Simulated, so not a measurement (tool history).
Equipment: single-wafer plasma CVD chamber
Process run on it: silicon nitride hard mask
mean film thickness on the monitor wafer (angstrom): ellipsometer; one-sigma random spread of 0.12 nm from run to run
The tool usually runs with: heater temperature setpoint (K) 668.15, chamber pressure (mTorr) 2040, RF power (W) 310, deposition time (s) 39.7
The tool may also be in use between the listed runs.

run,day,heater temperature setpoint (K),chamber pressure (mTorr),RF power (W),deposition time (s),wafers since the last listed run,hours since the last thermocouple change,hours since the last RF generator calibration,hours since the last manometer calibration,hours since the showerhead was replaced,hours since the gauge calibration,"read-back reference wafer on the same gauge, thickness_nm",mean film thickness on the monitor wafer (angstrom)
1,0,668.15,2040,310,39.7,0,1867.2,1698.4,494.3,6775.3,2057.5,42.328,489.86
2,1.212,668.15,2040,310,39.7,307,1896.3,1727.5,523.4,6804.4,2086.6,42.315,490.87
# day 4.079: showerhead replaced
3,4.1,668.15,2040,310,39.7,646,1965.6,1796.8,592.7,0.5,2155.9,42.311,489.87
4,5.342,657.15,2040,310,39.7,314,1995.4,1826.6,622.5,30.3,2185.7,42.297,493.47
5,7.821,668.15,1900,270,39.7,627,2054.9,1886.1,682,89.8,2245.2,42.293,442.32
# day 9.554: thermocouple changed; heater temperature recalibrated
6,10.233,668.15,2040,310,39.7,526,16.3,1944,739.9,147.7,2303.1,42.288,489.94
7,11.671,668.15,2040,370,39.7,364,50.8,1978.5,774.4,182.2,2337.6,42.299,546.91
# day 13.075: gauge calibrated
8,13.725,668.15,2040,310,42.7,520,100.1,2027.8,823.7,231.5,15.6,42.277,529.57
9,15.962,654.15,2040,310,39.7,566,153.8,2081.5,877.4,285.2,69.3,42.305,491.02
10,17.971,655.15,2040,355,39.7,508,202,2129.7,925.6,333.4,117.5,42.294,534.11
11,19.754,653.15,2040,255,35.3,451,244.8,2172.5,968.4,376.2,160.3,42.309,383.85
12,21.683,668.15,2390,310,45.2,488,291.1,2218.8,1014.7,422.5,206.6,42.302,569.47
13,23.588,668.15,2040,310,39.7,482,336.8,2264.5,1060.4,468.2,252.3,42.309,490.53
14,25.517,681.15,2250,290,46.8,488,383.1,2310.8,1106.7,514.5,298.6,42.315,556.2
15,28.358,668.15,2040,310,46.4,719,451.3,2379,1174.9,582.7,366.8,42.28,571.91
16,30.229,659.15,2040,310,39.7,473,496.2,2423.9,1219.8,627.6,411.7,42.306,489.3
17,32.396,656.15,2040,310,33,548,548.2,2475.9,1271.8,679.6,463.7,42.303,407.23
# day 32.742: RF generator calibrated
# day 34.508: capacitance manometer re-zeroed and calibrated
18,34.546,668.15,2040,310,39.7,375,599.8,43.3,0.9,731.2,515.3,42.294,490.02
19,35.967,673.15,1660,330,42,359,633.9,77.4,35,765.3,549.4,42.308,521.16
20,38.933,654.15,1620,255,34.7,751,705.1,148.6,106.2,836.5,620.6,42.307,363.88
21,41.721,668.15,2040,310,39.7,705,772,215.5,173.1,903.4,687.5,42.324,489.99
22,44.638,677.15,2040,350,39.7,738,842,285.5,243.1,973.4,757.5,42.316,527.18
23,45.975,668.15,2040,310,39.7,338,874.1,317.6,275.2,1005.5,789.6,42.263,492.63
24,49.054,665.15,2040,310,39.7,779,948,391.5,349.1,1079.4,863.5,42.279,492.37
25,55.504,658.15,2040,310,39.7,1633,1102.8,546.3,503.9,1234.2,1018.3,42.283,494.87
26,57.854,683.15,2040,310,39.7,595,1159.2,602.7,560.3,1290.6,1074.7,42.302,491.18
27,60.404,668.15,1710,310,41.8,645,1220.4,663.9,621.5,1351.8,1135.9,42.306,506.54

Pick out some run-to-run changes in mean film thickness on the monitor wafer (angstrom). Of each, how much would a tool without hidden state show as well, from the settings, what came in and chance, and how much is left for the hidden state and any gauge scatter not in both results compared?
The tool's hidden condition here consists of: wafer temperature above the value expected at the setpoint (K); delivered RF power above the setpoint (%); true pressure above the setpoint (%); gauge reads high (%).
Run 11 -> 12: heater temperature setpoint (K) 653.15 -> 668.15, chamber pressure (mTorr) 2040 -> 2390, RF power (W) 255 -> 310, deposition time (s) 35.3 -> 45.2. mean film thickness on the monitor wafer (angstrom) +185.62: hidden state -0.22, all else +185.84.
Run 19 -> 20: heater temperature setpoint (K) 673.15 -> 654.15, chamber pressure (mTorr) 1660 -> 1620, RF power (W) 330 -> 255, deposition time (s) 42 -> 34.7. mean film thickness on the monitor wafer (angstrom) -157.28: hidden state +1.05, all else -158.33.
Run 24 -> 25: heater temperature setpoint (K) 665.15 -> 658.15. mean film thickness on the monitor wafer (angstrom) +2.5: hidden state +0.7, all else +1.8.
